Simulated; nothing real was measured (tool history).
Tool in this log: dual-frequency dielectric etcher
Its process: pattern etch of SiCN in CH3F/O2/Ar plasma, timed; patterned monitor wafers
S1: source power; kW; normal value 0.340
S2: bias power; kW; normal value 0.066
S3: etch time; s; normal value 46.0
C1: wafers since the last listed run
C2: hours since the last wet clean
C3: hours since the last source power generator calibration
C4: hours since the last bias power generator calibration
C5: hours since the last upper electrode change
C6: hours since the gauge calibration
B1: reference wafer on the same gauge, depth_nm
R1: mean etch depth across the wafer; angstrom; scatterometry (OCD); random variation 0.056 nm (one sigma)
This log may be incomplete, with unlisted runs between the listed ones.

run 1 hour=0.0 | S1=0.340 S2=0.075 S3=46.0 | C1=0 C2=108.0 C3=3927.5 C4=1561.5 C5=2077.8 C6=3764.5 | B1=14.25 | R1=146.2
-- hour=40.2 gauge calibrated
run 2 hour=57.5 | S1=0.340 S2=0.066 S3=46.0 | C1=776 C2=165.5 C3=3985.0 C4=1619.0 C5=2135.3 C6=17.3 | B1=14.49 | R1=144.3
run 3 hour=109.6 | S1=0.340 S2=0.066 S3=46.0 | C1=703 C2=217.6 C3=4037.1 C4=1671.1 C5=2187.4 C6=69.4 | B1=14.49 | R1=143.2
run 4 hour=165.5 | S1=0.340 S2=0.066 S3=46.0 | C1=755 C2=273.5 C3=4093.0 C4=1727.0 C5=2243.3 C6=125.3 | B1=14.50 | R1=143.9
run 5 hour=262.4 | S1=0.340 S2=0.066 S3=46.0 | C1=1308 C2=370.4 C3=4189.9 C4=1823.9 C5=2340.2 C6=222.2 | B1=14.50 | R1=143.4
run 6 hour=362.4 | S1=0.340 S2=0.066 S3=46.0 | C1=1350 C2=470.4 C3=4289.9 C4=1923.9 C5=2440.2 C6=322.2 | B1=14.49 | R1=142.7
run 7 hour=447.1 | S1=0.340 S2=0.066 S3=46.0 | C1=1144 C2=555.1 C3=4374.6 C4=2008.6 C5=2524.9 C6=406.9 | B1=14.50 | R1=142.3
run 8 hour=508.8 | S1=0.340 S2=0.053 S3=46.0 | C1=833 C2=616.8 C3=4436.3 C4=2070.3 C5=2586.6 C6=468.6 | B1=14.48 | R1=134.6
run 9 hour=555.0 | S1=0.340 S2=0.080 S3=46.0 | C1=624 C2=663.0 C3=4482.5 C4=2116.5 C5=2632.8 C6=514.8 | B1=14.48 | R1=151.0
-- hour=624.8 wet clean of the chamber
run 10 hour=641.4 | S1=0.320 S2=0.061 S3=46.0 | C1=842 C2=16.6 C3=4568.9 C4=2202.9 C5=2719.2 C6=601.2 | B1=14.48 | R1=137.5
run 11 hour=707.3 | S1=0.340 S2=0.075 S3=46.0 | C1=890 C2=82.5 C3=4634.8 C4=2268.8 C5=2785.1 C6=667.1 | B1=14.49 | R1=149.3
run 12 hour=801.8 | S1=0.340 S2=0.066 S3=46.0 | C1=1276 C2=177.0 C3=4729.3 C4=2363.3 C5=2879.6 C6=761.6 | B1=14.49 | R1=143.1
run 13 hour=846.0 | S1=0.340 S2=0.066 S3=46.0 | C1=596 C2=221.2 C3=4773.5 C4=2407.5 C5=2923.8 C6=805.8 | B1=14.49 | R1=143.4
-- hour=952.6 upper electrode replaced
-- hour=980.8 source power generator calibrated
run 14 hour=1007.1 | S1=0.300 S2=0.057 S3=40.0 | C1=1797 C2=382.3 C3=26.3 C4=2568.6 C5=54.5 C6=966.9 | B1=14.49 | R1=114.9
run 15 hour=1088.7 | S1=0.340 S2=0.066 S3=46.0 | C1=1102 C2=463.9 C3=107.9 C4=2650.2 C5=136.1 C6=1048.5 | B1=14.49 | R1=144.3
run 16 hour=1164.3 | S1=0.340 S2=0.053 S3=37.5 | C1=1021 C2=539.5 C3=183.5 C4=2725.8 C5=211.7 C6=1124.1 | B1=14.47 | R1=110.0
run 17 hour=1225.5 | S1=0.360 S2=0.079 S3=46.0 | C1=826 C2=600.7 C3=244.7 C4=2787.0 C5=272.9 C6=1185.3 | B1=14.48 | R1=153.8
-- hour=1269.9 wet clean of the chamber
-- hour=1273.1 bias power generator calibrated
run 18 hour=1316.0 | S1=0.410 S2=0.066 S3=39.0 | C1=855 C2=46.1 C3=335.2 C4=42.9 C5=363.4 C6=1275.8 | B1=14.45 | R1=128.9
run 19 hour=1356.7 | S1=0.380 S2=0.060 S3=34.5 | C1=549 C2=86.8 C3=375.9 C4=83.6 C5=404.1 C6=1316.5 | B1=14.48 | R1=108.0
run 20 hour=1414.0 | S1=0.410 S2=0.057 S3=39.5 | C1=773 C2=144.1 C3=433.2 C4=140.9 C5=461.4 C6=1373.8 | B1=14.47 | R1=125.8
run 21 hour=1506.3 | S1=0.420 S2=0.066 S3=56.5 | C1=1246 C2=236.4 C3=525.5 C4=233.2 C5=553.7 C6=1466.1 | B1=14.45 | R1=188.0
run 22 hour=1729.3 | S1=0.340 S2=0.066 S3=46.0 | C1=3011 C2=459.4 C3=748.5 C4=456.2 C5=776.7 C6=1689.1 | B1=14.46 | R1=142.8
run 23 hour=1809.4 | S1=0.340 S2=0.066 S3=46.0 | C1=1081 C2=539.5 C3=828.6 C4=536.3 C5=856.8 C6=1769.2 | B1=14.42 | R1=142.2
-- hour=1897.1 wet clean of the chamber
run 24 hour=1897.6 | S1=0.400 S2=0.060 S3=57.5 | C1=867 C2=0.5 C3=916.8 C4=624.5 C5=945.0 C6=1857.4 | B1=14.43 | R1=182.6
run 25 hour=1974.7 | S1=0.300 S2=0.066 S3=36.0 | C1=1041 C2=77.6 C3=993.9 C4=701.6 C5=1022.1 C6=1934.5 | B1=14.42 | R1=108.2
run 26 hour=2021.5 | S1=0.280 S2=0.055 S3=50.0 | C1=632 C2=124.4 C3=1040.7 C4=748.4 C5=1068.9 C6=1981.3 | B1=14.44 | R1=139.6
run 27 hour=2108.4 | S1=0.310 S2=0.054 S3=58.0 | C1=1173 C2=211.3 C3=1127.6 C4=835.3 C5=1155.8 C6=2068.2 | B1=14.44 | R1=164.9
run 28 hour=2173.6 | S1=0.280 S2=0.053 S3=36.5 | C1=880 C2=276.5 C3=1192.8 C4=900.5 C5=1221.0 C6=2133.4 | B1=14.37 | R1=100.2

5 options for the next run, each taken on its own from the tool as it stands now. Forecast them:
run A hour=2174.0 | S1=0.340 S2=0.066 S3=46.0 | C1=5 C2=276.9 C3=1193.2 C4=900.9 C5=1221.4 C6=2133.8 | B1=? | R1=?
run B hour=2174.0 | S1=0.340 S2=0.079 S3=56.5 | C1=5 C2=276.9 C3=1193.2 C4=900.9 C5=1221.4 C6=2133.8 | B1=? | R1=?
run C hour=2174.0 | S1=0.270 S2=0.055 S3=59.0 | C1=5 C2=276.9 C3=1193.2 C4=900.9 C5=1221.4 C6=2133.8 | B1=? | R1=?
run D hour=2174.0 | S1=0.420 S2=0.073 S3=40.5 | C1=5 C2=276.9 C3=1193.2 C4=900.9 C5=1221.4 C6=2133.8 | B1=? | R1=?
run E hour=2174.0 | S1=0.340 S2=0.079 S3=59.0 | C1=5 C2=276.9 C3=1193.2 C4=900.9 C5=1221.4 C6=2133.8 | B1=? | R1=?

run=A B1=14.39 R1=143.1
run=B B1=14.39 R1=185.3
run=C B1=14.39 R1=163.0
run=D B1=14.39 R1=138.4
run=E B1=14.39 R1=193.5
Take away the tool's hidden state, keep each run's random variation, and the runs would have read:
run=A R1=144.0
run=B R1=186.5
run=C R1=164.0
run=D R1=139.3
run=E R1=194.8
